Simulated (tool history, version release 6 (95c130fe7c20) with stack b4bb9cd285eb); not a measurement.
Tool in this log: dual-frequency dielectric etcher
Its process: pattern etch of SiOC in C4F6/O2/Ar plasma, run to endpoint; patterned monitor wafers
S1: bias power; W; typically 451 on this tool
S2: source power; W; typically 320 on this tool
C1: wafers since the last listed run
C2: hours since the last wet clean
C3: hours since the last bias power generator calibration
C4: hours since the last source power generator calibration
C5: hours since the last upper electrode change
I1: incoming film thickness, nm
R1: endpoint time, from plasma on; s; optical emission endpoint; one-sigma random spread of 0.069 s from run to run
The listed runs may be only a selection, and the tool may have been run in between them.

run	hour	S1	S2	C1	C2	C3	C4	C5	I1	R1
1	0.0	451	320	0	298.3	1619.0	561.9	6173.8	40.99	14.2
2	61.4	451	320	1340	359.7	1680.4	623.3	6235.2	40.73	14.1
3	118.7	451	320	1250	417.0	1737.7	680.6	6292.5	40.61	13.9
4	188.0	424	320	1512	486.3	1807.0	749.9	6361.8	40.83	14.6
# hour 218.3: wet clean of the chamber
5	241.9	424	320	652	23.6	1860.9	803.8	6415.7	40.38	14.5
6	286.1	451	320	964	67.8	1905.1	848.0	6459.9	40.45	14.0
7	324.8	451	320	844	106.5	1943.8	886.7	6498.6	40.66	14.0
8	377.9	451	320	1159	159.6	1996.9	939.8	6551.7	41.00	14.3
9	439.0	451	320	1333	220.7	2058.0	1000.9	6612.8	41.15	14.2
# hour 456.5: bias power generator calibrated
# hour 514.4: upper electrode replaced
10	514.9	451	320	1045	296.6	58.4	1076.8	0.5	40.51	14.0
11	550.1	451	320	768	331.8	93.6	1112.0	35.7	40.57	14.0
12	609.5	451	320	1296	391.2	153.0	1171.4	95.1	40.41	13.8
13	664.5	540	370	1200	446.2	208.0	1226.4	150.1	40.63	12.0
14	709.6	451	320	984	491.3	253.1	1271.5	195.2	41.18	14.2
# hour 791.1: wet clean of the chamber
15	905.6	345	270	3754	114.5	449.1	1467.5	391.2	41.06	17.8
16	944.5	349	390	849	153.4	488.0	1506.4	430.1	40.72	15.2
17	1007.6	528	380	1377	216.5	551.1	1569.5	493.2	40.63	11.9
# hour 1046.0: source power generator calibrated
18	1079.6	373	340	1484	288.5	623.1	33.6	565.2	40.90	15.2
19	1132.4	451	320	1152	341.3	675.9	86.4	618.0	40.87	14.1
20	1156.6	564	320	528	365.5	700.1	110.6	642.2	40.33	12.4
21	1184.1	411	390	600	393.0	727.6	138.1	669.7	41.25	13.8
22	1240.3	490	370	1226	449.2	783.8	194.3	725.9	40.66	12.7
23	1289.2	419	370	1067	498.1	832.7	243.2	774.8	40.80	13.8
24	1326.1	416	250	805	535.0	869.6	280.1	811.7	40.31	16.3

Hidden state at the last listed run before each entry between runs and at the first one after, where it differs:
Between runs 4 and 5: wet clean of the chamber (hour 218.3)
  no hidden state differs between the two runs
Between runs 9 and 10: bias power generator calibrated (hour 456.5); upper electrode replaced (hour 514.4)
  no hidden state differs between the two runs
Between runs 14 and 15: wet clean of the chamber (hour 791.1)
  no hidden state differs between the two runs
Between runs 17 and 18: source power generator calibrated (hour 1046.0)
  no hidden state differs between the two runs
